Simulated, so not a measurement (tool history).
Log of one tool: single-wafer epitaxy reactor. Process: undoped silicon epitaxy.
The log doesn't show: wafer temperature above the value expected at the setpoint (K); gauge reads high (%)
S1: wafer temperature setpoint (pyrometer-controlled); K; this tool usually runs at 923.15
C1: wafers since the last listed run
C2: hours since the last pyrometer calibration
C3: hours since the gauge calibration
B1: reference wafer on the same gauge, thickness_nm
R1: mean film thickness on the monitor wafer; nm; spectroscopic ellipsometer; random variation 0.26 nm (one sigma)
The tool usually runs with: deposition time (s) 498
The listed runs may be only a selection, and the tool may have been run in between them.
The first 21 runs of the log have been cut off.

run 22 day=74.212 | S1=933.15 deposition_time_(s)=597 | C1=301 C2=89.6 C3=166.1 | B1=91.711 | R1=133.723
run 23 day=76.129 | S1=914.15 deposition_time_(s)=498 | C1=243 C2=135.6 C3=212.1 | B1=91.725 | R1=76.126
run 24 day=79.400 | S1=923.15 deposition_time_(s)=498 | C1=415 C2=214.1 C3=290.6 | B1=91.689 | R1=90.925
run 25 day=82.150 | S1=923.15 deposition_time_(s)=498 | C1=349 C2=280.1 C3=356.6 | B1=91.712 | R1=91.273
run 26 day=84.408 | S1=916.15 deposition_time_(s)=429 | C1=286 C2=334.3 C3=410.8 | B1=91.694 | R1=68.440
run 27 day=88.067 | S1=918.15 deposition_time_(s)=567 | C1=464 C2=422.1 C3=498.6 | B1=91.707 | R1=94.171
run 28 day=92.333 | S1=923.15 deposition_time_(s)=498 | C1=541 C2=524.5 C3=601.0 | B1=91.689 | R1=91.934
run 29 day=93.971 | S1=923.15 deposition_time_(s)=534 | C1=207 C2=563.8 C3=640.3 | B1=91.731 | R1=98.883
run 30 day=98.704 | S1=934.15 deposition_time_(s)=524 | C1=601 C2=677.4 C3=753.9 | B1=91.711 | R1=121.378

5 ways to go on from here, each from the tool as it stands after run 30. What would each give?
run A day=98.725 | S1=923.15 deposition_time_(s)=498 | C1=2 C2=677.9 C3=754.4 | B1=? | R1=?
run B day=98.725 | S1=912.15 deposition_time_(s)=553 | C1=2 C2=677.9 C3=754.4 | B1=? | R1=?
run C day=98.725 | S1=914.15 deposition_time_(s)=411 | C1=2 C2=677.9 C3=754.4 | B1=? | R1=?
run D day=98.725 | S1=928.15 deposition_time_(s)=587 | C1=2 C2=677.9 C3=754.4 | B1=? | R1=?
run E day=98.725 | S1=923.15 deposition_time_(s)=472 | C1=2 C2=677.9 C3=754.4 | B1=? | R1=?

run=A B1=91.702 R1=92.116
run=B B1=91.702 R1=81.607
run=C B1=91.702 R1=63.218
run=D B1=91.702 R1=120.121
run=E B1=91.702 R1=87.307
Without the tool's unlogged condition, the same runs would have read:
run=A R1=91.115
run=B R1=80.700
run=C R1=62.519
run=D R1=118.829
run=E R1=86.358
